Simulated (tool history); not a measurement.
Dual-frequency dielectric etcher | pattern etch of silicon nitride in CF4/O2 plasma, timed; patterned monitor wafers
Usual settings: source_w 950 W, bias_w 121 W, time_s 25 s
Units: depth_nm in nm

run     day  source_w  bias_w  time_s  read-back reference wafer on the same gauge, depth_nm  depth_nm
  1       0       950     121      23                                                   89.8      69.1
      4.575  -- wet clean of the chamber
  2   9.983       950     121      23                                                   89.8      69.6
  3  18.612       950     121      23                                                   89.8      69.4
     21.412  -- upper electrode replaced
  4  21.433       950     121      25                                                   89.8      75.7
     22.192  -- gauge calibrated
  5    24.9       950     121      25                                                   89.8      75.2
  6  28.458       950     121      25                                                   89.8        75
     28.962  -- bias power generator calibrated
      29.85  -- wet clean of the chamber
     31.312  -- source power generator calibrated
  7  32.154       950     121      25                                                   89.8      73.9
  8   35.55       950     121      25                                                   89.8      73.9
  9  39.421       860     142    21.5                                                   89.8      61.6
     42.071  -- wet clean of the chamber, repeated, since the last time left the tool worse
 10  42.946       950     121      25                                                   89.8      75.5
 11  47.188       950     121      23                                                   89.8      69.6
 12  48.771       950     121      27                                                   89.8      81.5
 13   51.75      1170     121      25                                                   89.8      88.3
 14      54       950     121    31.5                                                   89.7        95
 15  58.421       730     146      25                                                   89.8      65.5

The same runs without the tool's hidden state, with the same run-to-run variation:
The hidden state here: etch rate over this chamber's usual, %; source power that arrives over what is set, %; bias power that arrives over what is set, %; gauge reads high (%).
run  depth_nm
  1      69.9
  2      69.8
  3      69.8
  4      76.4
  5        76
  6      75.9
  7      75.7
  8      75.8
  9      63.4
 10      75.5
 11      69.8
 12      81.7
 13      88.7
 14      95.5
 15        66
